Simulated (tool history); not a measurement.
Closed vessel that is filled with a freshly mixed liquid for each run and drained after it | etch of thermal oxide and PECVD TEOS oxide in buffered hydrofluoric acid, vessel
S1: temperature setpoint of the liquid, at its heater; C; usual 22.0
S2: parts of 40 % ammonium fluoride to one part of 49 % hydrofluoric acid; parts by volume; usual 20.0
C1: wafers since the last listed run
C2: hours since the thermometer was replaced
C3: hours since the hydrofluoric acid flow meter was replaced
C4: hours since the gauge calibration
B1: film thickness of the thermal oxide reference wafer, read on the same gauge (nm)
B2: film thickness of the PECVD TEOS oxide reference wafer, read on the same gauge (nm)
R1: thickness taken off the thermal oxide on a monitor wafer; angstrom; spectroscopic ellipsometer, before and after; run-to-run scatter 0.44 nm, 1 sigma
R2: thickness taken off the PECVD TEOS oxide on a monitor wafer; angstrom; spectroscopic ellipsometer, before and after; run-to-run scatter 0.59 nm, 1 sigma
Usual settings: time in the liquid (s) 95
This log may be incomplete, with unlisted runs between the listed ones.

{"run": 1, "hour": 0.0, "S1": 22.0, "S2": 20.0, "time in the liquid (s)": 95, "C1": 0, "C2": 1121.8, "C3": 2021.5, "C4": 121.1, "B1": 130.01, "B2": 50.02, "R1": 465.2, "R2": 714.3}
{"run": 2, "hour": 67.9, "S1": 22.0, "S2": 20.0, "time in the liquid (s)": 95, "C1": 7963, "C2": 1189.7, "C3": 2089.4, "C4": 189.0, "B1": 130.01, "B2": 49.98, "R1": 465.8, "R2": 708.8}
{"run": 3, "hour": 115.7, "S1": 24.5, "S2": 20.0, "time in the liquid (s)": 95, "C1": 5606, "C2": 1237.5, "C3": 2137.2, "C4": 236.8, "B1": 130.03, "B2": 50.02, "R1": 533.8, "R2": 818.2}
{"run": 4, "hour": 141.7, "S1": 24.5, "S2": 20.0, "time in the liquid (s)": 95, "C1": 3049, "C2": 1263.5, "C3": 2163.2, "C4": 262.8, "B1": 129.95, "B2": 50.03, "R1": 522.1, "R2": 802.0}
{"hour": 178.9, "done": "thermometer replaced"}
{"run": 5, "hour": 181.6, "S1": 22.0, "S2": 20.0, "time in the liquid (s)": 95, "C1": 4562, "C2": 2.7, "C3": 2203.1, "C4": 302.7, "B1": 129.99, "B2": 50.04, "R1": 460.2, "R2": 711.2}
{"run": 6, "hour": 230.1, "S1": 22.0, "S2": 20.0, "time in the liquid (s)": 95, "C1": 5688, "C2": 51.2, "C3": 2251.6, "C4": 351.2, "B1": 130.03, "B2": 49.96, "R1": 461.8, "R2": 711.1}
{"run": 7, "hour": 260.9, "S1": 22.0, "S2": 13.0, "time in the liquid (s)": 60, "C1": 3612, "C2": 82.0, "C3": 2282.4, "C4": 382.0, "B1": 129.99, "B2": 50.01, "R1": 432.4, "R2": 665.2}
{"run": 8, "hour": 306.3, "S1": 22.0, "S2": 20.0, "time in the liquid (s)": 50, "C1": 5324, "C2": 127.4, "C3": 2327.8, "C4": 427.4, "B1": 129.99, "B2": 50.02, "R1": 243.7, "R2": 372.1}
{"hour": 372.1, "done": "hydrofluoric acid flow meter replaced"}
{"run": 9, "hour": 374.6, "S1": 25.5, "S2": 20.0, "time in the liquid (s)": 145, "C1": 7893, "C2": 195.7, "C3": 2.5, "C4": 495.7, "B1": 130.01, "B2": 50.02, "R1": 887.2, "R2": 1392.9}
{"run": 10, "hour": 403.0, "S1": 20.0, "S2": 14.0, "time in the liquid (s)": 55, "C1": 3330, "C2": 224.1, "C3": 30.9, "C4": 524.1, "B1": 129.96, "B2": 49.99, "R1": 356.5, "R2": 550.0}
{"run": 11, "hour": 443.7, "S1": 22.0, "S2": 20.0, "time in the liquid (s)": 95, "C1": 4773, "C2": 264.8, "C3": 71.6, "C4": 564.8, "B1": 130.0, "B2": 50.02, "R1": 477.3, "R2": 743.5}
{"run": 12, "hour": 489.6, "S1": 18.0, "S2": 24.0, "time in the liquid (s)": 140, "C1": 5383, "C2": 310.7, "C3": 117.5, "C4": 610.7, "B1": 130.01, "B2": 49.95, "R1": 502.5, "R2": 779.6}
{"run": 13, "hour": 539.9, "S1": 25.5, "S2": 25.0, "time in the liquid (s)": 135, "C1": 5899, "C2": 361.0, "C3": 167.8, "C4": 661.0, "B1": 130.02, "B2": 50.0, "R1": 723.1, "R2": 1100.8}
{"run": 14, "hour": 584.0, "S1": 26.5, "S2": 13.5, "time in the liquid (s)": 70, "C1": 5172, "C2": 405.1, "C3": 211.9, "C4": 705.1, "B1": 130.01, "B2": 50.05, "R1": 675.4, "R2": 1013.4}
{"run": 15, "hour": 630.0, "S1": 22.0, "S2": 20.0, "time in the liquid (s)": 95, "C1": 5395, "C2": 451.1, "C3": 257.9, "C4": 751.1, "B1": 129.98, "B2": 50.0, "R1": 481.4, "R2": 744.5}
{"run": 16, "hour": 674.8, "S1": 22.0, "S2": 27.5, "time in the liquid (s)": 125, "C1": 5254, "C2": 495.9, "C3": 302.7, "C4": 795.9, "B1": 130.01, "B2": 50.01, "R1": 509.2, "R2": 786.4}
{"run": 17, "hour": 728.4, "S1": 19.0, "S2": 16.5, "time in the liquid (s)": 125, "C1": 6286, "C2": 549.5, "C3": 356.3, "C4": 849.5, "B1": 130.02, "B2": 50.01, "R1": 643.8, "R2": 992.7}
{"run": 18, "hour": 755.3, "S1": 19.5, "S2": 20.0, "time in the liquid (s)": 95, "C1": 3154, "C2": 576.4, "C3": 383.2, "C4": 876.4, "B1": 130.02, "B2": 49.99, "R1": 421.5, "R2": 638.9}
{"run": 19, "hour": 802.4, "S1": 25.0, "S2": 20.0, "time in the liquid (s)": 95, "C1": 5524, "C2": 623.5, "C3": 430.3, "C4": 923.5, "B1": 130.0, "B2": 50.03, "R1": 565.4, "R2": 874.0}
{"run": 20, "hour": 842.0, "S1": 25.5, "S2": 16.5, "time in the liquid (s)": 120, "C1": 4644, "C2": 663.1, "C3": 469.9, "C4": 963.1, "B1": 129.98, "B2": 49.99, "R1": 877.3, "R2": 1373.4}
{"run": 21, "hour": 884.3, "S1": 25.0, "S2": 26.0, "time in the liquid (s)": 45, "C1": 4961, "C2": 705.4, "C3": 512.2, "C4": 1005.4, "B1": 130.04, "B2": 50.02, "R1": 223.6, "R2": 344.1}
{"run": 22, "hour": 934.0, "S1": 19.0, "S2": 16.5, "time in the liquid (s)": 125, "C1": 5829, "C2": 755.1, "C3": 561.9, "C4": 1055.1, "B1": 130.01, "B2": 50.02, "R1": 653.2, "R2": 987.5}
{"run": 23, "hour": 959.1, "S1": 19.5, "S2": 16.5, "time in the liquid (s)": 95, "C1": 2943, "C2": 780.2, "C3": 587.0, "C4": 1080.2, "B1": 129.98, "B2": 49.99, "R1": 509.4, "R2": 777.3}
{"run": 24, "hour": 1012.9, "S1": 17.5, "S2": 20.0, "time in the liquid (s)": 95, "C1": 6309, "C2": 834.0, "C3": 640.8, "C4": 1134.0, "B1": 130.0, "B2": 50.01, "R1": 367.0, "R2": 568.9}
{"run": 25, "hour": 1051.6, "S1": 17.0, "S2": 12.5, "time in the liquid (s)": 120, "C1": 4538, "C2": 872.7, "C3": 679.5, "C4": 1172.7, "B1": 130.0, "B2": 50.03, "R1": 714.7, "R2": 1104.8}
{"run": 26, "hour": 1118.3, "S1": 20.0, "S2": 14.0, "time in the liquid (s)": 55, "C1": 7822, "C2": 939.4, "C3": 746.2, "C4": 1239.4, "B1": 130.01, "B2": 49.98, "R1": 346.3, "R2": 539.5}
{"run": 27, "hour": 1188.4, "S1": 25.0, "S2": 14.5, "time in the liquid (s)": 135, "C1": 8221, "C2": 1009.5, "C3": 816.3, "C4": 1309.5, "B1": 129.99, "B2": 50.03, "R1": 1075.4, "R2": 1687.1}

Predict each of these 3 candidate next runs independently; none follows another, all start after run 27:
{"run": "A", "hour": 1189.1, "S1": 22.0, "S2": 18.0, "time in the liquid (s)": 95, "C1": 82, "C2": 1010.2, "C3": 817.0, "C4": 1310.2, "B1": "?", "B2": "?", "R1": "?", "R2": "?"}
{"run": "B", "hour": 1189.1, "S1": 17.0, "S2": 25.0, "time in the liquid (s)": 70, "C1": 82, "C2": 1010.2, "C3": 817.0, "C4": 1310.2, "B1": "?", "B2": "?", "R1": "?", "R2": "?"}
{"run": "C", "hour": 1189.1, "S1": 19.5, "S2": 13.5, "time in the liquid (s)": 65, "C1": 82, "C2": 1010.2, "C3": 817.0, "C4": 1310.2, "B1": "?", "B2": "?", "R1": "?", "R2": "?"}

run=A B1=130.02 B2=50.00 R1=518.2 R2=815.1
run=B B1=130.02 B2=50.00 R1=224.1 R2=352.6
run=C B1=130.02 B2=50.00 R1=409.3 R2=643.9
Without the tool's hidden state the same runs would have given:
run=A R1=531.3 R2=835.7
run=B R1=228.1 R2=358.8
run=C R1=419.6 R2=660.1
